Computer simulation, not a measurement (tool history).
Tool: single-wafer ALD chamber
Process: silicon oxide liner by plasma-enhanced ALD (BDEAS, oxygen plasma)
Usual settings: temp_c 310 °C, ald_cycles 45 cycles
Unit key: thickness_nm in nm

run    hour  temp_c  ald_cycles  wafers since the last listed run  hours since the last thermocouple change  hours since the gauge calibration  read-back reference wafer on the same gauge, thickness_nm  thickness_nm
  1       0     310          45                                 0                                    2139.3                             1572.5                                                      4.354         3.909
  2    93.9     310          45                               761                                    2233.2                             1666.4                                                      4.351         3.898
  3   179.2     310          45                               691                                    2318.5                             1751.7                                                      4.348         3.914
        224  -- thermocouple changed; heater temperature recalibrated
  4   244.4     310          45                               463                                      20.4                             1816.9                                                      4.349          3.91
  5   301.6     310          45                               463                                      77.6                             1874.1                                                      4.343         3.904
  6   365.7     310          45                               519                                     141.7                             1938.2                                                      4.344         3.893
  7     444     310          45                               634                                       220                             2016.5                                                      4.342         3.902
  8   508.2     310          45                               520                                     284.2                             2080.7                                                      4.345         3.907
  9   568.3     310          45                               487                                     344.3                             2140.8                                                      4.341         3.892
 10   686.6     310          45                               959                                     462.6                             2259.1                                                      4.343         3.895
 11   729.6     310          45                               348                                     505.6                             2302.1                                                       4.34         3.892
 12   785.2     310          45                               450                                     561.2                             2357.7                                                       4.34         3.906
 13   857.7     313          45                               587                                     633.7                             2430.2                                                       4.34         3.891
 14   900.6     313          45                               347                                     676.6                             2473.1                                                      4.338         3.884
 15   944.1     313          45                               352                                     720.1                             2516.6                                                      4.339         3.901
 16  1016.5     310          45                               586                                     792.5                               2589                                                      4.341         3.892
 17  1091.1     310          45                               604                                     867.1                             2663.6                                                      4.339         3.899
 18    1128     310          45                               299                                       904                             2700.5                                                       4.34         3.907
 19  1175.2     310          45                               382                                     951.2                             2747.7                                                      4.338          3.91
 20    1256     310          45                               655                                      1032                             2828.5                                                       4.34         3.908
 21  1298.9     310          45                               347                                    1074.9                             2871.4                                                      4.337         3.903
 22  1373.7     310          45                               606                                    1149.7                             2946.2                                                      4.337         3.904
 23  1425.5     314          39                               419                                    1201.5                               2998                                                      4.336         3.358
 24  1489.7     305          39                               520                                    1265.7                             3062.2                                                      4.337         3.401
     1490.1  -- gauge calibrated
 25  1545.4     310          45                               451                                    1321.4                               55.3                                                      4.462         4.031
 26  1651.6     301          37                               860                                    1427.6                              161.5                                                      4.448         3.333
 27  1708.1     299          40                               458                                    1484.1                                218                                                      4.447         3.601
 28  1770.8     299          45                               508                                    1546.8                              280.7                                                      4.441         4.045
 29  1826.9     304          40                               454                                    1602.9                              336.8                                                      4.437         3.576
 30  1895.7     310          45                               557                                    1671.7                              405.6                                                      4.432         3.979
 31    1948     320          48                               423                                      1724                              457.9                                                       4.43         4.183

Run 32, settings as shown, results not yet in. Your forecast:
 32  2047.4     310          45                               805                                    1823.4                              557.3                                                          ?             ?

{"run 32": {"read-back reference wafer on the same gauge, thickness_nm": 4.422, "thickness_nm": 3.974}}
With the hidden condition absent and the run-to-run variation left alone, this run would have shown thickness_nm 4.002 nm.
